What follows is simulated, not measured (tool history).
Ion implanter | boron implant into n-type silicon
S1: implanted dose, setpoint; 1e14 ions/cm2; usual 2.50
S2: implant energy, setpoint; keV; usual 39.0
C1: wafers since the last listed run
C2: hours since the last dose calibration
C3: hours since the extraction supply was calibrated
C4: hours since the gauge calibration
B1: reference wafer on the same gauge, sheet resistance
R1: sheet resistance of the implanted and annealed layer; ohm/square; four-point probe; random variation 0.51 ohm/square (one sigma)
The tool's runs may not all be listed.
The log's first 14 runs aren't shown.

run    hour    S1    S2    C1      C2      C3      C4      B1      R1
 15  1245.2  2.50  39.0   962  1015.5  1782.0  3382.0  317.79  333.84
 16  1295.4  2.50  39.0  1080  1065.7  1832.2  3432.2  318.16  333.23
 17  1339.9  2.50  39.0   957  1110.2  1876.7  3476.7  317.97  333.78
     1408.9  -- gauge calibrated
 18  1419.0  1.92  33.5  1702  1189.3  1955.8    10.1  318.11  414.65
 19  1507.7  3.05  32.0  1909  1278.0  2044.5    98.8  318.17  290.39
     1540.5  -- Faraday cup replaced and dose calibrated
 20  1579.5  2.07  39.0  1373    39.0  2116.3   170.6  317.92  390.35
     1628.1  -- extraction supply calibrated
 21  1633.5  2.93  29.5   990    93.0     5.4   224.6  318.04  308.12
 22  1723.2  2.07  34.5  1930   182.7    95.1   314.3  318.00  398.06
 23  1816.1  2.16  44.5  1999   275.6   188.0   407.2  317.85  371.44
 24  1885.5  2.07  34.5  1493   345.0   257.4   476.6  317.82  395.79
 25  1934.8  3.24  46.0  1061   394.3   306.7   525.9  318.18  269.79
 26  1993.7  2.05  39.0  1267   453.2   365.6   584.8  317.96  391.99
 27  2039.6  2.91  52.5   987   499.1   411.5   630.7  318.00  287.84
 28  2140.6  3.15  46.0  2173   600.1   512.5   731.7  318.05  274.78
 29  2246.8  2.93  29.5  2285   706.3   618.7   837.9  318.12  305.22
 30  2333.9  2.50  39.0  1874   793.4   705.8   925.0  317.91  334.43
 31  2440.6  2.81  50.5  2296   900.1   812.5  1031.7  318.08  295.26
 32  2547.4  2.23  39.0  2298  1006.9   919.3  1138.5  318.18  364.04
 33  2611.5  1.78  44.0  1379  1071.0   983.4  1202.6  317.97  423.65
 34  2660.4  3.02  39.0  1052  1119.9  1032.3  1251.5  318.03  286.93
 35  2757.3  2.50  39.0  2085  1216.8  1129.2  1348.4  318.13  332.97
 36  2849.0  1.87  32.0  1973  1308.5  1220.9  1440.1  318.09  426.69

Forecast each of these 5 alternatives for the next run:
  A  2849.4  2.50  39.0   8  1308.9  1221.3  1440.5   ?   ?
  B  2849.4  2.50  48.5   8  1308.9  1221.3  1440.5   ?   ?
  C  2849.4  2.77  50.0   8  1308.9  1221.3  1440.5   ?   ?
  D  2849.4  2.50  25.5   8  1308.9  1221.3  1440.5   ?   ?
  E  2849.4  1.96  39.0   8  1308.9  1221.3  1440.5   ?   ?

run      B1      R1
  A  317.85  331.74
  B  317.85  322.62
  C  317.85  296.98
  D  317.85  348.12
  E  317.85  399.56
Without the tool's hidden state the same runs would have given:
run      R1
  A  339.97
  B  330.61
  C  304.39
  D  356.90
  E  409.39
